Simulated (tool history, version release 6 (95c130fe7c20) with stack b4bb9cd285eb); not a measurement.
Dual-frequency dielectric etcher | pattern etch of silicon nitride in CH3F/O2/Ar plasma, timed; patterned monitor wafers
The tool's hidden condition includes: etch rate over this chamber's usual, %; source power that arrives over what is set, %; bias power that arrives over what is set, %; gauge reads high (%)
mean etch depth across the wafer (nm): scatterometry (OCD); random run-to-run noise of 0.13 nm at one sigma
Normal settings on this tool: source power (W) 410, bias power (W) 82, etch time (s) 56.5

run,hour,source power (W),bias power (W),etch time (s),wafers since the last listed run,hours since the last wet clean,hours since the last source power generator calibration,hours since the last bias power generator calibration,hours since the last upper electrode change,hours since the gauge calibration,"read-back reference wafer on the same gauge, depth_nm",mean etch depth across the wafer (nm)
1,0,410,82,56.5,0,355.5,2382.4,4199.1,5213.7,34.1,37.68,43.96
2,16.8,410,82,56.5,313,372.3,2399.2,4215.9,5230.5,50.9,37.73,43.77
3,33.1,410,82,56.5,304,388.6,2415.5,4232.2,5246.8,67.2,37.69,43.65
4,41.8,410,82,56.5,162,397.3,2424.2,4240.9,5255.5,75.9,37.66,43.5
5,55.3,460,82,56.5,252,410.8,2437.7,4254.4,5269,89.4,37.7,45.42
6,66.8,460,82,56.5,214,422.3,2449.2,4265.9,5280.5,100.9,37.7,45.72
7,80.8,410,82,56.5,261,436.3,2463.2,4279.9,5294.5,114.9,37.63,43.75
8,93.5,410,82,56.5,237,449,2475.9,4292.6,5307.2,127.6,37.71,44.02
9,104,410,82,60.5,196,459.5,2486.4,4303.1,5317.7,138.1,37.73,46.83
10,120.8,410,82,60.5,313,476.3,2503.2,4319.9,5334.5,154.9,37.64,46.92
# hour 128.2: source power generator calibrated
# hour 159.6: wet clean of the chamber
11,160.1,410,82,56.5,211,0.5,31.9,4359.2,5373.8,194.2,37.72,43.83
12,160.5,410,82,56.5,7,0.9,32.3,4359.6,5374.2,194.6,37.74,43.93
# hour 174.1: bias power generator calibrated
13,174.6,410,82,56.5,188,15,46.4,0.5,5388.3,208.7,37.64,43.74
14,184.2,410,82,56.5,179,24.6,56,10.1,5397.9,218.3,37.69,43.66

Predict the results of run 15:
15,194.2,410,82,56.5,186,34.6,66,20.1,5407.9,228.3,?,?

Run 15 produced read-back reference wafer on the same gauge, depth_nm 37.72, mean etch depth across the wafer (nm) 43.55.
Without the tool's hidden state the same run would have given mean etch depth across the wafer (nm) 43.55.
